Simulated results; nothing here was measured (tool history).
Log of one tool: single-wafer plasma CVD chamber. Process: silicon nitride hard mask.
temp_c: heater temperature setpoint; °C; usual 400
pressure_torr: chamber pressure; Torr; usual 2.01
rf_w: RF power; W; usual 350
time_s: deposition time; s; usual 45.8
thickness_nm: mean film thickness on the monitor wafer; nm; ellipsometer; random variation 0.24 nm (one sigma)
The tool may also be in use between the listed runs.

run	day	temp_c	pressure_torr	rf_w	time_s	wafers since the last listed run	hours since the last thermocouple change	hours since the last RF generator calibration	hours since the last manometer calibration	hours since the showerhead was replaced	hours since the gauge calibration	read-back reference wafer on the same gauge, thickness_nm	thickness_nm
1	0.000	400	2.01	350	45.8	0	2373.3	1912.0	1372.1	2028.7	30.8	65.825	57.243
2	0.429	400	2.01	350	45.8	202	2383.6	1922.3	1382.4	2039.0	41.1	65.819	57.491
# day 0.900: RF generator calibrated
3	0.979	400	2.01	350	45.8	102	2396.8	1.9	1395.6	2052.2	54.3	65.780	55.531
# day 1.929: capacitance manometer re-zeroed and calibrated
4	1.950	400	2.01	350	45.8	300	2420.1	25.2	0.5	2075.5	77.6	65.826	55.795
5	2.446	400	2.01	350	45.8	233	2432.0	37.1	12.4	2087.4	89.5	65.877	55.545
6	2.708	400	2.01	350	45.8	123	2438.3	43.4	18.7	2093.7	95.8	65.855	55.747
7	3.442	400	2.01	350	39.0	345	2455.9	61.0	36.3	2111.3	113.4	65.863	46.946
8	4.046	408	2.51	410	45.8	284	2470.4	75.5	50.8	2125.8	127.9	65.753	65.768
# day 4.558: RF generator calibrated, repeated, since the last time left the tool worse
9	4.579	389	2.01	350	45.8	94	2483.2	0.5	63.6	2138.6	140.7	65.732	59.600
10	5.083	400	2.01	350	49.0	237	2495.3	12.6	75.7	2150.7	152.8	65.781	64.372
11	5.383	400	2.01	350	45.8	141	2502.5	19.8	82.9	2157.9	160.0	65.784	59.215
12	5.875	404	2.01	350	49.9	231	2514.3	31.6	94.7	2169.7	171.8	65.810	64.744
13	6.408	400	1.66	350	53.7	251	2527.1	44.4	107.5	2182.5	184.6	65.767	65.696
14	6.888	400	2.01	350	42.0	225	2538.6	55.9	119.0	2194.0	196.1	65.729	54.759
15	7.504	400	2.01	350	45.8	290	2553.4	70.7	133.8	2208.8	210.9	65.788	59.597
16	8.104	400	2.01	330	45.8	282	2567.8	85.1	148.2	2223.2	225.3	65.806	56.813
# day 8.812: showerhead replaced
17	8.833	400	2.44	280	53.3	186	2585.3	102.6	165.7	0.5	242.8	65.894	60.709
18	9.100	400	1.88	375	48.5	125	2591.7	109.0	172.1	6.9	249.2	65.828	64.968
19	9.658	396	1.77	385	51.7	262	2605.1	122.4	185.5	20.3	262.6	65.854	69.306
# day 10.542: thermocouple changed; heater temperature recalibrated
20	10.562	392	1.60	310	45.8	268	0.5	144.1	207.2	42.0	284.3	65.797	50.219
21	11.062	406	1.77	310	42.0	235	12.5	156.1	219.2	54.0	296.3	65.776	47.148
22	12.754	400	2.50	350	43.4	796	53.1	196.7	259.8	94.6	336.9	65.836	59.327
# day 13.242: gauge calibrated
23	13.267	400	2.01	350	45.8	241	65.4	209.0	272.1	106.9	0.6	65.822	59.472
24	13.704	394	2.35	350	45.8	206	75.9	219.5	282.6	117.4	11.1	65.917	62.064
25	14.008	405	1.74	315	51.9	143	83.2	226.8	289.9	124.7	18.4	65.786	58.768
26	14.446	400	2.01	350	45.8	206	93.7	237.3	300.4	135.2	28.9	65.835	58.930
27	14.854	410	1.80	350	41.3	192	103.5	247.1	310.2	145.0	38.7	65.773	51.248
28	15.562	400	2.01	350	45.8	333	120.5	264.1	327.2	162.0	55.7	65.841	58.865
29	15.825	388	2.01	315	48.3	123	126.8	270.4	333.5	168.3	62.0	65.800	57.210

Forecast each of these 4 alternatives for the next run:
A	15.842	400	2.01	350	52.1	7	127.2	270.8	333.9	168.7	62.4	?	?
B	15.842	400	2.01	410	45.8	7	127.2	270.8	333.9	168.7	62.4	?	?
C	15.842	400	2.01	320	45.8	7	127.2	270.8	333.9	168.7	62.4	?	?
D	15.842	400	2.14	300	45.8	7	127.2	270.8	333.9	168.7	62.4	?	?

run	read-back reference wafer on the same gauge, thickness_nm	thickness_nm
A	65.726	67.096
B	65.726	66.279
C	65.726	54.935
D	65.726	52.945
Without the tool's hidden state the same runs would have given:
run	thickness_nm
A	68.804
B	67.841
C	56.399
D	54.400

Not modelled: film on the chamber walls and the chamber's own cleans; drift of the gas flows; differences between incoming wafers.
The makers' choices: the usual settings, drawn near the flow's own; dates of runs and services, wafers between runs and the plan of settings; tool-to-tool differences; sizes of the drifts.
